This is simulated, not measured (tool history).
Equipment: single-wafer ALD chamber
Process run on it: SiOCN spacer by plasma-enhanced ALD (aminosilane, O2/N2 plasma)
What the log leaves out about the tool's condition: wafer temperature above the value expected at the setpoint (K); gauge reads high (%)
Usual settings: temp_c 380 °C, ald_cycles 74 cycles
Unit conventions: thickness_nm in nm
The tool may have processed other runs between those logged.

run	hour	temp_c	ald_cycles	wafers since the last listed run	hours since the last thermocouple change	hours since the gauge calibration	read-back reference wafer on the same gauge, thickness_nm	thickness_nm
1	0.0	380	74	0	969.3	285.7	4.601	4.699
2	78.3	380	74	359	1047.6	364.0	4.604	4.693
3	157.8	380	74	364	1127.1	443.5	4.609	4.682
4	196.3	380	74	176	1165.6	482.0	4.616	4.690
5	299.8	380	74	474	1269.1	585.5	4.617	4.721
6	397.6	385	79	448	1366.9	683.3	4.629	5.021
7	706.6	385	79	1417	1675.9	992.3	4.641	5.040
8	756.9	380	74	230	1726.2	1042.6	4.641	4.724
9	802.7	380	74	210	1772.0	1088.4	4.642	4.726
10	880.9	380	74	358	1850.2	1166.6	4.648	4.726
11	980.7	380	86	457	1950.0	1266.4	4.657	5.473
# hour 1004.6: thermocouple changed; heater temperature recalibrated
12	1058.3	386	63	319	53.7	1344.0	4.657	4.037
13	1154.9	385	79	443	150.3	1440.6	4.663	5.059
14	1211.9	388	67	261	207.3	1497.6	4.666	4.306
15	1319.8	394	67	495	315.2	1605.5	4.671	4.304
16	1396.9	380	74	353	392.3	1682.6	4.673	4.744
# hour 1460.6: gauge calibrated
17	1626.5	380	74	1053	621.9	165.9	4.573	4.664
18	1676.7	388	66	230	672.1	216.1	4.574	4.165
19	1742.5	380	74	301	737.9	281.9	4.576	4.656
20	1785.2	369	85	195	780.6	324.6	4.580	5.363
21	1828.1	388	60	196	823.5	367.5	4.579	3.775

What if the next run were any one of these 4? Each begins from the tool's condition after run 21:
A	1828.6	380	69	2	824.0	368.0	?	?
B	1828.6	373	79	2	824.0	368.0	?	?
C	1828.6	372	80	2	824.0	368.0	?	?
D	1828.6	394	60	2	824.0	368.0	?	?

run	read-back reference wafer on the same gauge, thickness_nm	thickness_nm
A	4.581	4.338
B	4.581	4.966
C	4.581	5.029
D	4.581	3.772
What these runs would have given with no unlogged condition in the tool:
run	thickness_nm
A	4.327
B	4.955
C	5.017
D	3.763

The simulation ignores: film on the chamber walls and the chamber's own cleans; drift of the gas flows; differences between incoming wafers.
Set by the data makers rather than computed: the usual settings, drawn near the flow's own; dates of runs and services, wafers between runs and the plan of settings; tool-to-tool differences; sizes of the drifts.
